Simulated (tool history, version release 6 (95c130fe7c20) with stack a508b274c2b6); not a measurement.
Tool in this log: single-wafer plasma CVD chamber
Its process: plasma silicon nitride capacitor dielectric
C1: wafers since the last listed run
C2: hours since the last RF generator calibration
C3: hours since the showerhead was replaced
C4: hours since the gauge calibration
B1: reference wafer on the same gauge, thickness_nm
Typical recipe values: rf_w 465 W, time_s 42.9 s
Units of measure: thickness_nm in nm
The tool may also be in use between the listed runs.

run 1 hour=0 | rf_w=465 time_s=42.9 | C1=0 C2=1159.7 C3=1763.7 C4=450.4 | B1=56.788 | thickness_nm=65.268
run 2 hour=47.5 | rf_w=465 time_s=42.9 | C1=814 C2=1207.2 C3=1811.2 C4=497.9 | B1=56.699 | thickness_nm=65.722
run 3 hour=107.3 | rf_w=465 time_s=42.9 | C1=1025 C2=1267 C3=1871 C4=557.7 | B1=56.724 | thickness_nm=64.996
run 4 hour=167.8 | rf_w=445 time_s=42.9 | C1=1037 C2=1327.5 C3=1931.5 C4=618.2 | B1=56.764 | thickness_nm=63.536
run 5 hour=215.1 | rf_w=445 time_s=42.9 | C1=810 C2=1374.8 C3=1978.8 C4=665.5 | B1=56.664 | thickness_nm=64.035
run 6 hour=293.2 | rf_w=465 time_s=48.6 | C1=1338 C2=1452.9 C3=2056.9 C4=743.6 | B1=56.758 | thickness_nm=73.721
-- hour=314.4 RF generator calibrated
run 7 hour=321.5 | rf_w=465 time_s=42.9 | C1=347 C2=7.1 C3=2085.2 C4=771.9 | B1=56.852 | thickness_nm=65.359
run 8 hour=353.4 | rf_w=465 time_s=42.9 | C1=546 C2=39 C3=2117.1 C4=803.8 | B1=56.687 | thickness_nm=65.494
run 9 hour=399.4 | rf_w=465 time_s=42.9 | C1=788 C2=85 C3=2163.1 C4=849.8 | B1=56.698 | thickness_nm=65.347
run 10 hour=466.3 | rf_w=465 time_s=42.9 | C1=1146 C2=151.9 C3=2230 C4=916.7 | B1=56.737 | thickness_nm=64.862
-- hour=519.1 showerhead replaced
run 11 hour=527 | rf_w=465 time_s=47.1 | C1=903 C2=212.6 C3=7.9 C4=977.4 | B1=56.655 | thickness_nm=71.385
run 12 hour=563.1 | rf_w=525 time_s=47.7 | C1=618 C2=248.7 C3=44 C4=1013.5 | B1=56.664 | thickness_nm=76.747
-- hour=600 gauge calibrated
run 13 hour=629.7 | rf_w=465 time_s=39.5 | C1=1141 C2=315.3 C3=110.6 C4=29.7 | B1=56.668 | thickness_nm=59.658
run 14 hour=682.7 | rf_w=405 time_s=35.7 | C1=908 C2=368.3 C3=163.6 C4=82.7 | B1=56.79 | thickness_nm=51.21
run 15 hour=723.5 | rf_w=525 time_s=49.3 | C1=699 C2=409.1 C3=204.4 C4=123.5 | B1=56.649 | thickness_nm=79.291
run 16 hour=751 | rf_w=465 time_s=42.9 | C1=471 C2=436.6 C3=231.9 C4=151 | B1=56.666 | thickness_nm=65.219
run 17 hour=776.1 | rf_w=380 time_s=42.9 | C1=430 C2=461.7 C3=257 C4=176.1 | B1=56.684 | thickness_nm=59.988
run 18 hour=842.3 | rf_w=535 time_s=42.9 | C1=1134 C2=527.9 C3=323.2 C4=242.3 | B1=56.754 | thickness_nm=68.63
run 19 hour=874 | rf_w=465 time_s=42.9 | C1=543 C2=559.6 C3=354.9 C4=274 | B1=56.548 | thickness_nm=65.397
run 20 hour=901.3 | rf_w=465 time_s=42.9 | C1=467 C2=586.9 C3=382.2 C4=301.3 | B1=56.745 | thickness_nm=65.316
run 21 hour=940.6 | rf_w=465 time_s=42.9 | C1=673 C2=626.2 C3=421.5 C4=340.6 | B1=56.762 | thickness_nm=64.857
run 22 hour=1007 | rf_w=465 time_s=37.6 | C1=1138 C2=692.6 C3=487.9 C4=407 | B1=56.654 | thickness_nm=56.878
run 23 hour=1046.2 | rf_w=555 time_s=34.7 | C1=671 C2=731.8 C3=527.1 C4=446.2 | B1=56.631 | thickness_nm=57.298

What if the next run were any one of these 5? Each begins from the tool's condition after run 23:
run A hour=1046.6 | rf_w=465 time_s=50 | C1=6 C2=732.2 C3=527.5 C4=446.6 | B1=? | thickness_nm=?
run B hour=1046.6 | rf_w=525 time_s=40 | C1=6 C2=732.2 C3=527.5 C4=446.6 | B1=? | thickness_nm=?
run C hour=1046.6 | rf_w=435 time_s=48.5 | C1=6 C2=732.2 C3=527.5 C4=446.6 | B1=? | thickness_nm=?
run D hour=1046.6 | rf_w=535 time_s=34.4 | C1=6 C2=732.2 C3=527.5 C4=446.6 | B1=? | thickness_nm=?
run E hour=1046.6 | rf_w=525 time_s=42.9 | C1=6 C2=732.2 C3=527.5 C4=446.6 | B1=? | thickness_nm=?

run=A B1=56.68 thickness_nm=76.418
run=B B1=56.68 thickness_nm=64.365
run=C B1=56.68 thickness_nm=71.972
run=D B1=56.68 thickness_nm=55.787
run=E B1=56.68 thickness_nm=69.032
What these runs would have given with no unlogged condition in the tool:
run=A thickness_nm=76.418
run=B thickness_nm=64.365
run=C thickness_nm=71.972
run=D thickness_nm=55.787
run=E thickness_nm=69.032
